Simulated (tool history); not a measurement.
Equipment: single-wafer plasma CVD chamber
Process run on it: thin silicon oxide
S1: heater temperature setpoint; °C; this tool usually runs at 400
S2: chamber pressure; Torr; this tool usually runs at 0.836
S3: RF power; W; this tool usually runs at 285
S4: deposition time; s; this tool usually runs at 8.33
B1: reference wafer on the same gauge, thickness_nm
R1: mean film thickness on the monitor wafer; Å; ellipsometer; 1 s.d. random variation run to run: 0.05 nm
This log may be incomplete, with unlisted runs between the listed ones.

run    hour   S1     S2   S3    S4      B1      R1
  1     0.0  400  0.836  285  8.33  16.742  152.35
  2   163.9  400  0.836  285  8.33  16.681  150.45
  3   222.9  400  0.836  285  7.24  16.652  130.92
  4   271.9  400  0.836  285  7.24  16.649  131.02
  5   340.2  400  0.836  320  7.87  16.595  151.81
  6   405.4  400  0.836  320  7.87  16.567  151.40
  7   432.1  400  0.836  285  8.33  16.589  150.42
      462.7  -- capacitance manometer re-zeroed and calibrated
  8   486.4  400  0.836  285  8.33  16.521  149.44
      502.1  -- gauge calibrated
  9   536.7  400  0.836  285  8.33  16.988  153.82
      549.4  -- showerhead replaced
 10   597.2  400  0.836  285  8.33  16.959  153.84
      641.9  -- thermocouple changed; heater temperature recalibrated
 11   801.4  391  0.750  285  8.33  16.929  139.78
 12   834.7  400  0.836  285  8.33  16.880  153.49
      846.5  -- RF generator calibrated
 13   883.6  400  0.836  285  8.33  16.833  153.75
 14   918.3  404  0.711  320  9.65  16.835  160.65
 15   949.3  400  0.960  285  7.68  16.830  158.13
 16   993.4  413  0.988  285  8.33  16.822  172.74
 17  1042.5  392  0.750  230  8.33  16.805  121.56
 18  1073.9  400  0.836  330  8.33  16.794  163.94
 19  1140.3  400  0.836  285  8.33  16.757  151.49
 20  1174.2  387  0.986  315  7.40  16.752  163.96

Predict each of these 3 candidate next runs independently; none follows another, all start after run 20:
  A  1174.6  400  0.836  285  9.88   ?   ?
  B  1174.6  400  0.916  340  9.64   ?   ?
  C  1174.6  400  1.007  285  9.02   ?   ?

run      B1      R1
  A  16.762  180.09
  B  16.762  207.75
  C  16.762  190.95
The same runs, with their run-to-run variation unchanged, on a tool lacking any hidden condition would have given:
run      R1
  A  182.72
  B  210.79
  C  193.75
